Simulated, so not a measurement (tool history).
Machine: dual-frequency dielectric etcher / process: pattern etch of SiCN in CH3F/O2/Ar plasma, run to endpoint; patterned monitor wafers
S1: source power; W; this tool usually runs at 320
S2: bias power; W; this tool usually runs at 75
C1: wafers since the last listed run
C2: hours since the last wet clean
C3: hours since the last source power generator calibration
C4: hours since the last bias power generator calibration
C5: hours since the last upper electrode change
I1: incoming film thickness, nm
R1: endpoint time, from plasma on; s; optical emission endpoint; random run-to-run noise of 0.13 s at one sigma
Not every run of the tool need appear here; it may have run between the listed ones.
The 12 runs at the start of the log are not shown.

{"run": 13, "day": 13.062, "S1": 320, "S2": 75, "C1": 241, "C2": 27.2, "C3": 228.3, "C4": 216.2, "C5": 114.8, "I1": 8.94, "R1": 26.7}
{"run": 14, "day": 14.379, "S1": 370, "S2": 75, "C1": 285, "C2": 58.8, "C3": 259.9, "C4": 247.8, "C5": 146.4, "I1": 8.87, "R1": 23.5}
{"run": 15, "day": 14.888, "S1": 270, "S2": 59, "C1": 110, "C2": 71, "C3": 272.1, "C4": 260, "C5": 158.6, "I1": 8.92, "R1": 37.4}
{"run": 16, "day": 16.158, "S1": 320, "S2": 75, "C1": 276, "C2": 101.5, "C3": 302.6, "C4": 290.5, "C5": 189.1, "I1": 8.87, "R1": 26.5}
{"run": 17, "day": 16.854, "S1": 390, "S2": 75, "C1": 151, "C2": 118.2, "C3": 319.3, "C4": 307.2, "C5": 205.8, "I1": 8.84, "R1": 22.5}
{"run": 18, "day": 17.512, "S1": 370, "S2": 89, "C1": 142, "C2": 134, "C3": 335.1, "C4": 323, "C5": 221.6, "I1": 8.95, "R1": 21.4}
{"run": 19, "day": 18.142, "S1": 390, "S2": 63, "C1": 136, "C2": 149.1, "C3": 350.2, "C4": 338.1, "C5": 236.7, "I1": 8.89, "R1": 25}
{"run": 20, "day": 19.221, "S1": 320, "S2": 75, "C1": 234, "C2": 175, "C3": 376.1, "C4": 364, "C5": 262.6, "I1": 8.89, "R1": 26.1}
{"run": 21, "day": 20.142, "S1": 240, "S2": 80, "C1": 199, "C2": 197.1, "C3": 398.2, "C4": 386.1, "C5": 284.7, "I1": 8.8, "R1": 36.3}
{"run": 22, "day": 21.179, "S1": 270, "S2": 84, "C1": 225, "C2": 222, "C3": 423.1, "C4": 411, "C5": 309.6, "I1": 8.95, "R1": 29.6}
{"run": 23, "day": 22.129, "S1": 320, "S2": 90, "C1": 206, "C2": 244.8, "C3": 445.9, "C4": 433.8, "C5": 332.4, "I1": 8.88, "R1": 23.6}
{"run": 24, "day": 23.104, "S1": 350, "S2": 84, "C1": 211, "C2": 268.2, "C3": 469.3, "C4": 457.2, "C5": 355.8, "I1": 8.93, "R1": 22.8}
{"run": 25, "day": 23.704, "S1": 390, "S2": 68, "C1": 130, "C2": 282.6, "C3": 483.7, "C4": 471.6, "C5": 370.2, "I1": 8.85, "R1": 23.6}
{"run": 26, "day": 24.888, "S1": 400, "S2": 84, "C1": 256, "C2": 311, "C3": 512.1, "C4": 500, "C5": 398.6, "I1": 8.85, "R1": 20.4}
{"run": 27, "day": 26.25, "S1": 250, "S2": 75, "C1": 295, "C2": 343.7, "C3": 544.8, "C4": 532.7, "C5": 431.3, "I1": 8.94, "R1": 34.7}
{"run": 28, "day": 27.042, "S1": 320, "S2": 75, "C1": 171, "C2": 362.7, "C3": 563.8, "C4": 551.7, "C5": 450.3, "I1": 8.88, "R1": 25.9}
{"run": 29, "day": 28.238, "S1": 280, "S2": 68, "C1": 259, "C2": 391.4, "C3": 592.5, "C4": 580.4, "C5": 479, "I1": 8.95, "R1": 31.8}
{"run": 30, "day": 29.7, "S1": 380, "S2": 62, "C1": 317, "C2": 426.5, "C3": 627.6, "C4": 615.5, "C5": 514.1, "I1": 8.87, "R1": 25.1}
{"run": 31, "day": 30.517, "S1": 270, "S2": 94, "C1": 177, "C2": 446.1, "C3": 647.2, "C4": 635.1, "C5": 533.7, "I1": 8.84, "R1": 26.4}
{"day": 32.575, "done": "wet clean of the chamber"}
{"run": 32, "day": 32.596, "S1": 320, "S2": 75, "C1": 234, "C2": 0.5, "C3": 697.1, "C4": 685, "C5": 583.6, "I1": 8.98, "R1": 27.5}
{"run": 33, "day": 33.096, "S1": 270, "S2": 90, "C1": 108, "C2": 12.5, "C3": 709.1, "C4": 697, "C5": 595.6, "I1": 8.99, "R1": 29.2}
{"run": 34, "day": 33.758, "S1": 300, "S2": 56, "C1": 143, "C2": 28.4, "C3": 725, "C4": 712.9, "C5": 611.5, "I1": 8.84, "R1": 34.8}

Forecast each of these 5 alternatives for the next run:
{"run": "A", "day": 33.775, "S1": 320, "S2": 75, "C1": 3, "C2": 28.8, "C3": 725.4, "C4": 713.3, "C5": 611.9, "I1": 9, "R1": "?"}
{"run": "B", "day": 33.775, "S1": 400, "S2": 75, "C1": 3, "C2": 28.8, "C3": 725.4, "C4": 713.3, "C5": 611.9, "I1": 9, "R1": "?"}
{"run": "C", "day": 33.775, "S1": 270, "S2": 57, "C1": 3, "C2": 28.8, "C3": 725.4, "C4": 713.3, "C5": 611.9, "I1": 9, "R1": "?"}
{"run": "D", "day": 33.775, "S1": 280, "S2": 88, "C1": 3, "C2": 28.8, "C3": 725.4, "C4": 713.3, "C5": 611.9, "I1": 9, "R1": "?"}
{"run": "E", "day": 33.775, "S1": 280, "S2": 67, "C1": 3, "C2": 28.8, "C3": 725.4, "C4": 713.3, "C5": 611.9, "I1": 9, "R1": "?"}

run=A R1=27.6
run=B R1=23.1
run=C R1=39.6
run=D R1=28.7
run=E R1=33.9
Take away the tool's hidden state, keep each run's random variation, and the runs would have read:
run=A R1=27.5
run=B R1=23
run=C R1=39.4
run=D R1=28.6
run=E R1=33.8

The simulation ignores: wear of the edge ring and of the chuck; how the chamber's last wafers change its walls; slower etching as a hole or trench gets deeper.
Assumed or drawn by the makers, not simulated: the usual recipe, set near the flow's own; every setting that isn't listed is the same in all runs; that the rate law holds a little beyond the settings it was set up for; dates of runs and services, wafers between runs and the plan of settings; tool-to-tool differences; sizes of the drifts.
